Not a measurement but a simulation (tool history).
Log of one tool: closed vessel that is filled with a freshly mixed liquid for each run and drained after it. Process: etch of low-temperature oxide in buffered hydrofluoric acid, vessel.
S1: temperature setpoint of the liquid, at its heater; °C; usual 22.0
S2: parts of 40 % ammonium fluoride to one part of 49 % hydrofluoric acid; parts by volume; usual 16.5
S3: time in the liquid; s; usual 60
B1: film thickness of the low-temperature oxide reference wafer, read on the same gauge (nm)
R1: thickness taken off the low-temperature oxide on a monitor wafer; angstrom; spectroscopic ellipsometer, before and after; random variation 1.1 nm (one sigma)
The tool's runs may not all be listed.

Run 1, hour 0.0: usual settings but S1 25.5 °C; B1 50.00. Result: R1 2378.6 angstrom.
Run 2, hour 13.3: usual settings but S1 25.5 °C; B1 50.00. Result: R1 2372.3 angstrom.
Run 3, hour 25.7: usual settings but S1 25.5 °C; B1 50.01. Result: R1 2348.6 angstrom.
At hour 38.4: gauge calibrated.
Run 4, hour 55.6: usual settings; B1 50.01. Result: R1 1951.5 angstrom.
Run 5, hour 68.4: usual settings; B1 49.98. Result: R1 1946.4 angstrom.
At hour 117.5: thermometer replaced.
Run 6, hour 118.0: usual settings but S2 14.5 parts by volume; B1 50.00. Result: R1 2232.4 angstrom.
Run 7, hour 124.0: usual settings but S2 14.5 parts by volume; B1 50.01. Result: R1 2235.1 angstrom.
Run 8, hour 133.0: usual settings but S1 19.0 °C, S2 11.0 parts by volume; B1 49.99. Result: R1 2450.1 angstrom.
Run 9, hour 140.5: usual settings; B1 50.00. Result: R1 1942.9 angstrom.
Run 10, hour 152.7: usual settings but S1 24.5 °C; B1 50.00. Result: R1 2222.4 angstrom.
Run 11, hour 165.5: usual settings but S2 20.5 parts by volume, S3 90 s; B1 50.00. Result: R1 2372.0 angstrom.
Run 12, hour 178.0: usual settings but S2 14.0 parts by volume; B1 50.01. Result: R1 2270.9 angstrom.
Run 13, hour 189.7: usual settings; B1 50.00. Result: R1 1942.6 angstrom.
Run 14, hour 204.0: usual settings; B1 50.01. Result: R1 1938.9 angstrom.
Run 15, hour 211.8: usual settings but S1 25.5 °C; B1 49.99. Result: R1 2395.4 angstrom.
Run 16, hour 220.3: usual settings; B1 50.00. Result: R1 1964.6 angstrom.
Run 17, hour 226.3: usual settings but S2 21.0 parts by volume, S3 75 s; B1 50.01. Result: R1 1966.3 angstrom.
Run 18, hour 243.8: usual settings; B1 49.99. Result: R1 1952.0 angstrom.
Run 19, hour 258.4: usual settings; B1 50.00. Result: R1 1952.6 angstrom.
At hour 273.3: hydrofluoric acid flow meter replaced.
Run 20, hour 274.4: usual settings but S2 13.0 parts by volume, S3 80 s; B1 50.01. Result: R1 3271.1 angstrom.
Run 21, hour 290.9: usual settings but S1 26.5 °C; B1 50.01. Result: R1 2498.9 angstrom.
Run 22, hour 305.1: usual settings but S2 10.0 parts by volume, S3 80 s; B1 50.02. Result: R1 4247.0 angstrom.
Run 23, hour 315.9: usual settings but S2 11.5 parts by volume, S3 35 s; B1 50.00. Result: R1 1629.7 angstrom.
Run 24, hour 331.0: usual settings but S1 25.0 °C, S2 15.0 parts by volume; B1 50.01. Result: R1 2506.4 angstrom.
Run 25, hour 342.5: usual settings but S1 18.0 °C, S2 12.5 parts by volume, S3 30 s; B1 49.99. Result: R1 1021.4 angstrom.
Run 26, hour 351.2: usual settings but S1 24.5 °C, S2 12.5 parts by volume, S3 30 s; B1 49.99. Result: R1 1468.6 angstrom.
Run 27, hour 363.7: usual settings; B1 50.00. Result: R1 1925.6 angstrom.
Run 28, hour 377.3: usual settings but S1 20.5 °C, S2 21.5 parts by volume, S3 40 s; B1 50.01. Result: R1 939.7 angstrom.
Run 29, hour 393.3: usual settings; B1 49.99. Result: R1 1959.5 angstrom.
Run 30, hour 407.9: usual settings but S2 13.0 parts by volume, S3 80 s; B1 50.01. Result: R1 3326.6 angstrom.
Run 31, hour 421.6: usual settings but S1 18.5 °C, S3 30 s; B1 49.98. Result: R1 806.5 angstrom.

The tool's hidden state at each run:
liquid colder than its thermometer reads (K): 0 in every run
hydrofluoric acid flow below the setpoint (%): 0 in every run
gauge reads high (%): 0 in every run
